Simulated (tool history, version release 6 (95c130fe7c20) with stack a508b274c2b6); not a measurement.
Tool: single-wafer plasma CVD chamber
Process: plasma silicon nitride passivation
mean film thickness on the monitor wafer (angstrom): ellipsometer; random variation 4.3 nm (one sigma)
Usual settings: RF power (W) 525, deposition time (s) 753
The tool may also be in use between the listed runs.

| run | day | RF power (W) | deposition time (s) | wafers since the last listed run | hours since the last RF generator calibration | hours since the showerhead was replaced | hours since the gauge calibration | read-back reference wafer on the same gauge, thickness_nm | mean film thickness on the monitor wafer (angstrom) |
|---|---|---|---|---|---|---|---|---|---|
| 1 | 0.000 | 525 | 695 | 0 | 947.4 | 4051.3 | 1071.8 | 1290.279 | 10232.18 |
| 2 | 7.971 | 525 | 753 | 619 | 1138.7 | 4242.6 | 1263.1 | 1290.127 | 11069.40 |
| 3 | 10.417 | 525 | 753 | 190 | 1197.4 | 4301.3 | 1321.8 | 1289.244 | 11137.93 |
| 4 | 16.025 | 525 | 753 | 435 | 1332.0 | 4435.9 | 1456.4 | 1291.267 | 11053.10 |
| 5 | 20.083 | 525 | 753 | 315 | 1429.4 | 4533.3 | 1553.8 | 1290.904 | 11027.32 |
| 6 | 22.300 | 525 | 679 | 172 | 1482.6 | 4586.5 | 1607.0 | 1290.178 | 9997.48 |
| 7 | 26.108 | 525 | 753 | 295 | 1574.0 | 4677.9 | 1698.4 | 1288.821 | 11001.06 |
| 8 | 29.142 | 525 | 753 | 235 | 1646.8 | 4750.7 | 1771.2 | 1290.208 | 11079.85 |
| 9 | 33.388 | 525 | 753 | 329 | 1748.7 | 4852.6 | 1873.1 | 1289.636 | 11036.76 |
| 10 | 35.175 | 525 | 827 | 138 | 1791.6 | 4895.5 | 1916.0 | 1289.185 | 12121.95 |
| 11 | 37.871 | 525 | 753 | 209 | 1856.3 | 4960.2 | 1980.7 | 1288.875 | 10982.81 |
| 12 | 40.642 | 525 | 753 | 215 | 1922.8 | 5026.7 | 2047.2 | 1291.532 | 11072.46 |
| 13 | 42.204 | 525 | 753 | 121 | 1960.3 | 5064.2 | 2084.7 | 1288.212 | 11056.78 |
| 14 | 45.121 | 525 | 753 | 226 | 2030.3 | 5134.2 | 2154.7 | 1292.028 | 11018.95 |
|  | 45.708 | RF generator calibrated |
| 15 | 47.679 | 605 | 707 | 172 | 47.3 | 5195.6 | 2216.1 | 1291.958 | 10888.46 |
| 16 | 51.308 | 525 | 753 | 282 | 134.4 | 5282.7 | 2303.2 | 1289.043 | 11165.46 |
|  | 52.758 | showerhead replaced |
| 17 | 54.167 | 610 | 753 | 196 | 203.0 | 33.8 | 2371.8 | 1290.549 | 11492.68 |
| 18 | 58.642 | 525 | 753 | 347 | 310.4 | 141.2 | 2479.2 | 1290.067 | 11133.61 |
| 19 | 61.892 | 525 | 753 | 252 | 388.4 | 219.2 | 2557.2 | 1290.369 | 11107.56 |
|  | 62.100 | gauge calibrated |
| 20 | 65.304 | 525 | 753 | 265 | 470.3 | 301.1 | 76.9 | 1287.217 | 11028.18 |
| 21 | 69.288 | 525 | 753 | 309 | 565.9 | 396.7 | 172.5 | 1289.476 | 11071.55 |
| 22 | 71.288 | 525 | 817 | 155 | 613.9 | 444.7 | 220.5 | 1288.812 | 12051.50 |
| 23 | 78.329 | 440 | 753 | 547 | 782.9 | 613.7 | 389.5 | 1289.479 | 10624.18 |
| 24 | 81.850 | 525 | 829 | 273 | 867.4 | 698.2 | 474.0 | 1290.922 | 12136.58 |
| 25 | 83.679 | 445 | 626 | 142 | 911.3 | 742.1 | 517.9 | 1290.688 | 8899.20 |
| 26 | 87.175 | 550 | 816 | 271 | 995.2 | 826.0 | 601.8 | 1289.112 | 12085.92 |
| 27 | 90.508 | 580 | 753 | 259 | 1075.2 | 906.0 | 681.8 | 1288.868 | 11306.56 |
| 28 | 92.162 | 450 | 697 | 128 | 1114.9 | 945.7 | 721.5 | 1290.292 | 9823.88 |

Forecast each of these 4 alternatives for the next run:
| A | 92.188 | 615 | 753 | 1 | 1115.5 | 946.3 | 722.1 | ? | ? |
| B | 92.188 | 435 | 849 | 1 | 1115.5 | 946.3 | 722.1 | ? | ? |
| C | 92.188 | 460 | 854 | 1 | 1115.5 | 946.3 | 722.1 | ? | ? |
| D | 92.188 | 630 | 713 | 1 | 1115.5 | 946.3 | 722.1 | ? | ? |

| run | read-back reference wafer on the same gauge, thickness_nm | mean film thickness on the monitor wafer (angstrom) |
|---|---|---|
| A | 1292.295 | 11401.15 |
| B | 1292.295 | 11869.11 |
| C | 1292.295 | 12088.35 |
| D | 1292.295 | 10858.10 |
Without the tool's hidden state the same runs would have given:
| run | mean film thickness on the monitor wafer (angstrom) |
|---|---|
| A | 11629.16 |
| B | 12106.48 |
| C | 12330.10 |
| D | 11075.25 |
